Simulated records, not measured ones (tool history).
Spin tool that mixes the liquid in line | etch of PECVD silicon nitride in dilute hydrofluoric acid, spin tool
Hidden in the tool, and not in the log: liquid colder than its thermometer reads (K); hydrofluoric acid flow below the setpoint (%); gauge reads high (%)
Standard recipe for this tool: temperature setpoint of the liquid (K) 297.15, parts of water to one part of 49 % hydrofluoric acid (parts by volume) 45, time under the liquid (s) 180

run	day	temperature setpoint of the liquid (K)	parts of water to one part of 49 % hydrofluoric acid (parts by volume)	time under the liquid (s)	wafers since the last listed run	hours since the thermometer was replaced	hours since the hydrofluoric acid flow meter was replaced	hours since the gauge calibration	read-back film thickness of the PECVD silicon nitride reference wafer, read on the same gauge (nm)	thickness taken off the PECVD silicon nitride on a monitor wafer (nm)
1	0.000	297.15	45	180	0	1912.3	1498.3	53.5	80.05	9.90
2	0.392	297.15	45	240	61	1921.7	1507.7	62.9	79.99	13.14
3	1.104	297.15	45	240	111	1938.8	1524.8	80.0	79.98	13.20
4	1.371	297.15	45	180	41	1945.2	1531.2	86.4	80.00	9.93
5	1.796	297.15	45	180	66	1955.4	1541.4	96.6	80.01	9.81
6	2.288	297.15	45	180	77	1967.2	1553.2	108.4	79.99	9.87
7	2.621	297.15	45	180	52	1975.2	1561.2	116.4	80.01	9.62
8	3.188	297.15	45	180	88	1988.8	1574.8	130.0	79.98	9.85
9	3.817	297.15	45	180	98	2003.9	1589.9	145.1	80.01	9.76
# day 4.496: hydrofluoric acid flow meter replaced
10	4.538	297.15	45	180	106	2021.2	1.0	162.4	79.99	9.75
11	4.988	297.15	45	180	70	2032.0	11.8	173.2	79.98	9.76
12	5.404	297.15	45	180	65	2042.0	21.8	183.2	80.01	9.71
13	5.712	297.15	45	180	48	2049.4	29.2	190.6	80.02	9.55
14	6.417	297.15	60	115	110	2066.3	46.1	207.5	80.04	4.75
# day 6.979: thermometer replaced
15	7.079	297.15	65	100	97	2.4	62.0	223.4	80.00	4.56
16	7.496	298.65	45	180	65	12.4	72.0	233.4	80.03	12.77
17	7.746	297.15	45	235	39	18.4	78.0	239.4	80.01	15.12
18	8.492	300.65	45	125	117	36.3	95.9	257.3	79.98	10.33
# day 8.688: gauge calibrated
19	9.062	294.65	55	105	89	50.0	109.6	9.0	80.05	4.70
20	9.792	297.15	55	145	114	67.5	127.1	26.5	79.99	7.74
21	10.350	294.65	55	275	87	80.9	140.5	39.9	79.98	12.27
22	10.900	292.65	65	180	86	94.1	153.7	53.1	79.95	6.01
23	11.154	297.15	30	180	39	100.2	159.8	59.2	79.99	17.08
24	11.688	297.15	45	180	83	113.0	172.6	72.0	80.00	11.65
25	12.271	300.65	60	100	91	127.0	186.6	86.0	79.99	6.20
26	12.908	301.15	40	220	100	142.3	201.9	101.3	79.97	20.68
27	13.408	297.15	45	180	78	154.3	213.9	113.3	80.00	11.68

For run 28, what comes out?
28	13.821	297.15	45	180	64	164.2	223.8	123.2	?	?

read-back film thickness of the PECVD silicon nitride reference wafer, read on the same gauge (nm): 80.05
thickness taken off the PECVD silicon nitride on a monitor wafer (nm): 11.46
Had the tool carried no hidden state, the very same run would have given thickness taken off the PECVD silicon nitride on a monitor wafer (nm) 11.79.
